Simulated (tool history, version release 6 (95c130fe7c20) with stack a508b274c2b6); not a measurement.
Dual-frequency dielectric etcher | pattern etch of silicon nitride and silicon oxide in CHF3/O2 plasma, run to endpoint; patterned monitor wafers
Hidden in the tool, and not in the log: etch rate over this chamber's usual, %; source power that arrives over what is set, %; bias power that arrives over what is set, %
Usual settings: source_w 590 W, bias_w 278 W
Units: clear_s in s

run,hour,source_w,bias_w,wafers since the last listed run,hours since the last wet clean,hours since the last source power generator calibration,hours since the last bias power generator calibration,hours since the last upper electrode change,"incoming incoming film thickness, nm",clear_s
1,0.0,670,278,0,282.1,4298.5,3142.6,4045.9,161.6,95.3
2,61.7,590,278,516,343.8,4360.2,3204.3,4107.6,159.8,101.6
3,112.6,590,318,425,394.7,4411.1,3255.2,4158.5,160.1,93.5
4,141.8,590,318,244,423.9,4440.3,3284.4,4187.7,159.7,93.7
5,186.5,590,278,374,468.6,4485.0,3329.1,4232.4,160.7,101.6
6,236.6,590,278,419,518.7,4535.1,3379.2,4282.5,161.0,102.2
7,261.4,590,278,207,543.5,4559.9,3404.0,4307.3,160.1,101.1
# hour 319.1: bias power generator calibrated
8,319.6,590,278,453,601.7,4618.1,0.5,4365.5,161.5,102.3
# hour 340.6: source power generator calibrated
# hour 386.7: wet clean of the chamber
9,387.2,590,278,331,0.5,46.6,68.1,4433.1,158.9,100.5
10,422.3,590,278,293,35.6,81.7,103.2,4468.2,161.1,102.2
11,453.6,590,325,261,66.9,113.0,134.5,4499.5,160.0,92.2
12,488.5,450,235,292,101.8,147.9,169.4,4534.4,160.4,134.6
13,557.3,470,307,575,170.6,216.7,238.2,4603.2,160.9,111.4
# hour 583.8: upper electrode replaced
14,652.7,720,278,597,266.0,312.1,333.6,68.9,160.7,90.0

The next listed run, before its measurement:
15,719.5,590,217,559,332.8,378.9,400.4,135.7,159.5,?

clear_s: 117.0 s
Without the tool's hidden state the same run would have given clear_s 117.0 s.
